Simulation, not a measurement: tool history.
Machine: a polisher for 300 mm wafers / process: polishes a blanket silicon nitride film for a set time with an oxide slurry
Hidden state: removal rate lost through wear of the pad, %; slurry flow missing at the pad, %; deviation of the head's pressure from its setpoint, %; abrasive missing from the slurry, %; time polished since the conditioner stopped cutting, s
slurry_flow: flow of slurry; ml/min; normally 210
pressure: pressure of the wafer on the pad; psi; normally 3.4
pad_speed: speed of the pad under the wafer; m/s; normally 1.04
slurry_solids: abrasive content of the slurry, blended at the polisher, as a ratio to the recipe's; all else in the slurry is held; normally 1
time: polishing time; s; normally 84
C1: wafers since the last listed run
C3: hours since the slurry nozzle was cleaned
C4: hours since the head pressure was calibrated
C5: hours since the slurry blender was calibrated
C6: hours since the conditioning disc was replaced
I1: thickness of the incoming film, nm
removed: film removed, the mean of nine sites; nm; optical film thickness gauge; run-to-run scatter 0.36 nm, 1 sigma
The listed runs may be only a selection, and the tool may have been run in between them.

Run 1, hour 0: usual settings but time 70 s; C1 0; wafers polished on this pad 1292; C3 316.8; C4 332.1; C5 317.6; C6 36.6; I1 463. Result: removed 37.1 nm.
At hour 13.1: slurry blender recalibrated.
At hour 23.9: head pressure recalibrated.
Run 2, hour 59.3: usual settings; C1 319; wafers polished on this pad 1612; C3 376.1; C4 35.4; C5 46.2; C6 95.9; I1 462.9. Result: removed 44.7 nm.
At hour 66.1: worn pad replaced by a new one.
Run 3, hour 115: usual settings; C1 298; wafers polished on this pad 282; C3 431.8; C4 91.1; C5 101.9; C6 151.6; I1 460.7. Result: removed 44.1 nm.
At hour 151.4: slurry nozzle cleaned.
Run 4, hour 170.8: usual settings but time 73 s; C1 316; wafers polished on this pad 598; C3 19.4; C4 146.9; C5 157.7; C6 207.4; I1 465.7. Result: removed 37.6 nm.
Run 5, hour 228.3: usual settings but time 73 s; C1 332; wafers polished on this pad 930; C3 76.9; C4 204.4; C5 215.2; C6 264.9; I1 461.4. Result: removed 36.8 nm.
Run 6, hour 284.8: usual settings; C1 326; wafers polished on this pad 1257; C3 133.4; C4 260.9; C5 271.7; C6 321.4; I1 465.8. Result: removed 42.2 nm.
Run 7, hour 311.1: usual settings but slurry_flow 240 ml/min; C1 151; wafers polished on this pad 1409; C3 159.7; C4 287.2; C5 298; C6 347.7; I1 465.3. Result: removed 42.6 nm.
At hour 348.8: slurry blender recalibrated.
At hour 363.5: worn pad replaced by a new one.
Run 8, hour 373.9: usual settings but slurry_flow 160 ml/min; C1 328; wafers polished on this pad 59; C3 222.5; C4 350; C5 25.1; C6 410.5; I1 459.6. Result: removed 41.4 nm.
At hour 377.9: head pressure recalibrated.
Run 9, hour 427.2: usual settings; C1 296; wafers polished on this pad 356; C3 275.8; C4 49.3; C5 78.4; C6 463.8; I1 462.5. Result: removed 42.6 nm.
At hour 467.7: conditioning disc replaced and pad reconditioned.
Run 10, hour 488.1: usual settings but slurry_flow 160 ml/min, time 98 s; C1 340; wafers polished on this pad 696; C3 336.7; C4 110.2; C5 139.3; C6 20.4; I1 461.9. Result: removed 51.6 nm.
Run 11, hour 524.6: usual settings; C1 210; wafers polished on this pad 907; C3 373.2; C4 146.7; C5 175.8; C6 56.9; I1 462.3. Result: removed 45.1 nm.
Run 12, hour 563.8: usual settings but slurry_flow 240 ml/min, pad_speed 1.2 m/s; C1 226; wafers polished on this pad 1133; C3 412.4; C4 185.9; C5 215; C6 96.1; I1 463.6. Result: removed 49.8 nm.
Run 13, hour 608.3: usual settings but slurry_solids 1.2, time 60 s; C1 257; wafers polished on this pad 1390; C3 456.9; C4 230.4; C5 259.5; C6 140.6; I1 458.8. Result: removed 32.9 nm.
At hour 640.6: slurry nozzle cleaned.
At hour 660.9: worn pad replaced by a new one.
At hour 672.7: slurry blender recalibrated.
Run 14, hour 675.3: usual settings but pressure 2.6 psi, slurry_solids 1.15; C1 346; wafers polished on this pad 71; C3 34.7; C4 297.4; C5 2.6; C6 207.6; I1 464.1. Result: removed 37.7 nm.
At hour 715.6: head pressure recalibrated.
Run 15, hour 733: usual settings but slurry_flow 240 ml/min, pressure 2.2 psi, pad_speed 0.86 m/s, slurry_solids 1.3; C1 321; wafers polished on this pad 393; C3 92.4; C4 17.4; C5 60.3; C6 265.3; I1 468.3. Result: removed 30.3 nm.
Run 16, hour 791.1: usual settings but pressure 4.4 psi, pad_speed 0.74 m/s; C1 335; wafers polished on this pad 729; C3 150.5; C4 75.5; C5 118.4; C6 323.4; I1 456.5. Result: removed 41.4 nm.
Run 17, hour 898.5: usual settings but pressure 3.8 psi, slurry_solids 1.15; C1 620; wafers polished on this pad 1349; C3 257.9; C4 182.9; C5 225.8; C6 430.8; I1 458.5. Result: removed 48.5 nm.
Run 18, hour 947.1: usual settings but slurry_flow 155 ml/min, pressure 2.9 psi; C1 280; wafers polished on this pad 1630; C3 306.5; C4 231.5; C5 274.4; C6 479.4; I1 456. Result: removed 36 nm.
At hour 969.5: worn pad replaced by a new one.
At hour 996.3: conditioning disc replaced and pad reconditioned.
At hour 1002.7: slurry blender recalibrated.
Run 19, hour 1003.2: usual settings; C1 277; wafers polished on this pad 171; C3 362.6; C4 287.6; C5 0.5; C6 6.9; I1 458.4. Result: removed 47.4 nm.
Run 20, hour 1049.8: usual settings but slurry_flow 180 ml/min, pad_speed 1.16 m/s; C1 269; wafers polished on this pad 440; C3 409.2; C4 334.2; C5 47.1; C6 53.5; I1 455.6. Result: removed 49.4 nm.
At hour 1070.2: slurry nozzle cleaned.
Run 21, hour 1080: usual settings but pad_speed 1.14 m/s, slurry_solids 0.7; C1 168; wafers polished on this pad 609; C3 9.8; C4 364.4; C5 77.3; C6 83.7; I1 458.5. Result: removed 43.4 nm.
At hour 1117.8: head pressure recalibrated.
Run 22, hour 1129: usual settings but slurry_flow 150 ml/min, pressure 4.6 psi, pad_speed 0.8 m/s, time 59 s; C1 271; wafers polished on this pad 880; C3 58.8; C4 11.2; C5 126.3; C6 132.7; I1 458.9. Result: removed 31.6 nm.
Run 23, hour 1159.6: usual settings but pressure 2.8 psi; C1 176; wafers polished on this pad 1057; C3 89.4; C4 41.8; C5 156.9; C6 163.3; I1 464.9. Result: removed 37.8 nm.
Run 24, hour 1193.5: usual settings but slurry_flow 155 ml/min, pad_speed 0.7 m/s; C1 195; wafers polished on this pad 1253; C3 123.3; C4 75.7; C5 190.8; C6 197.2; I1 467.3. Result: removed 31 nm.
Run 25, hour 1218.6: usual settings but slurry_flow 140 ml/min, pressure 3.9 psi; C1 144; wafers polished on this pad 1398; C3 148.4; C4 100.8; C5 215.9; C6 222.3; I1 453.8. Result: removed 45.9 nm.

Consider 4 possible next runs. They are alternatives, not a sequence: every one starts from the tool as it was left by run 25. What does each give?
Run A, hour 1219.1: usual settings but pad_speed 0.72 m/s; C1 2; wafers polished on this pad 1401; C3 148.9; C4 101.3; C5 216.4; C6 222.8; I1 465.5. Result: removed ?.
Run B, hour 1219.1: usual settings but slurry_solids 0.85, time 60 s; C1 2; wafers polished on this pad 1401; C3 148.9; C4 101.3; C5 216.4; C6 222.8; I1 465.5. Result: removed ?.
Run C, hour 1219.1: usual settings but slurry_flow 245 ml/min, slurry_solids 1.15, time 69 s; C1 2; wafers polished on this pad 1401; C3 148.9; C4 101.3; C5 216.4; C6 222.8; I1 465.5. Result: removed ?.
Run D, hour 1219.1: usual settings but pressure 4.3 psi; C1 2; wafers polished on this pad 1401; C3 148.9; C4 101.3; C5 216.4; C6 222.8; I1 465.5. Result: removed ?.

run  removed
  A     33.2
  B     29.4
  C     38.2
  D     52.5
Without the tool's unlogged condition, the same runs would have read:
run  removed
  A     36.1
  B     32.7
  C     42.4
  D     59.1

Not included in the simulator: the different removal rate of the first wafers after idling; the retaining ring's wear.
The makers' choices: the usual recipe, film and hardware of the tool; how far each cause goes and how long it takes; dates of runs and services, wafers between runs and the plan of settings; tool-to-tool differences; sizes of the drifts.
